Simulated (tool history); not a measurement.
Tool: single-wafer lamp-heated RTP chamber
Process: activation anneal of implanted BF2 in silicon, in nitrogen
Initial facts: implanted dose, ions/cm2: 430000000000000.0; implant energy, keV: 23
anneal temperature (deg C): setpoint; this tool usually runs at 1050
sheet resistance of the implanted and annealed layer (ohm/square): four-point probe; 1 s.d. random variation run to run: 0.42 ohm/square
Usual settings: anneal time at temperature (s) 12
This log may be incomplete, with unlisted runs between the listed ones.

run    hour  anneal temperature (deg C)  anneal time at temperature (s)  read-back reference wafer on the same gauge, sheet resistance  sheet resistance of the implanted and annealed layer (ohm/square)
  1     0.0                        1050                               6                                                         239.04                                                             283.01
  2    45.2                        1050                              12                                                         239.09                                                             278.81
  3   123.4                        1050                              12                                                         239.15                                                             278.80
  4   153.5                        1031                              12                                                         239.13                                                             281.73
  5   215.0                        1059                              12                                                         238.92                                                             278.35
  6   275.8                        1059                              12                                                         238.97                                                             278.23
  7   344.3                        1050                               7                                                         239.16                                                             282.17
  8   389.1                        1050                               7                                                         238.85                                                             282.03
  9   454.6                        1050                              12                                                         239.03                                                             278.56
 10   500.1                        1050                              12                                                         238.94                                                             277.74
 11   537.9                        1050                              12                                                         239.12                                                             278.74
 12   567.1                        1050                               8                                                         238.98                                                             280.90
 13   603.4                        1050                               8                                                         238.86                                                             281.21
 14   641.9                        1071                              17                                                         239.04                                                             274.72
 15   668.7                        1042                              14                                                         239.01                                                             280.88
 16   739.6                        1033                              10                                                         239.08                                                             282.68
 17   833.1                        1050                              12                                                         239.16                                                             278.93
 18   901.0                        1050                              12                                                         238.95                                                             280.03
 19   963.0                        1050                               8                                                         239.03                                                             281.60
 20  1000.5                        1050                              12                                                         238.94                                                             279.39
 21  1026.1                        1065                               9                                                         238.91                                                             279.02
 22  1061.3                        1050                              16                                                         238.88                                                             277.28
 23  1122.7                        1073                              12                                                         239.09                                                             276.69
 24  1182.4                        1024                               9                                                         239.01                                                             283.98

Not shown here: 3 entries made in the log between runs. Locate each between two listed runs and compare the hidden state at the listed run before it with the hidden state at the listed run after it:
After run 9, before run 10: reflector plate cleaned (hour 465.3)
  true wafer temperature minus pyrometer reading, K: 11.6 -> 12.4
  measured minus no-state result, sheet resistance of the implanted and annealed layer (ohm/square): -1.36 -> -1.43
After run 10, before run 11: gauge calibrated (hour 502.9)
  true wafer temperature minus pyrometer reading, K: 12.4 -> 13
  measured minus no-state result, sheet resistance of the implanted and annealed layer (ohm/square): -1.43 -> -1.50
After run 13, before run 14: pyrometer window cleaned and pyrometer calibrated (hour 611.8)
  true wafer temperature minus pyrometer reading, K: 14.1 -> 1.51
  measured minus no-state result, sheet resistance of the implanted and annealed layer (ohm/square): -1.61 -> -0.15
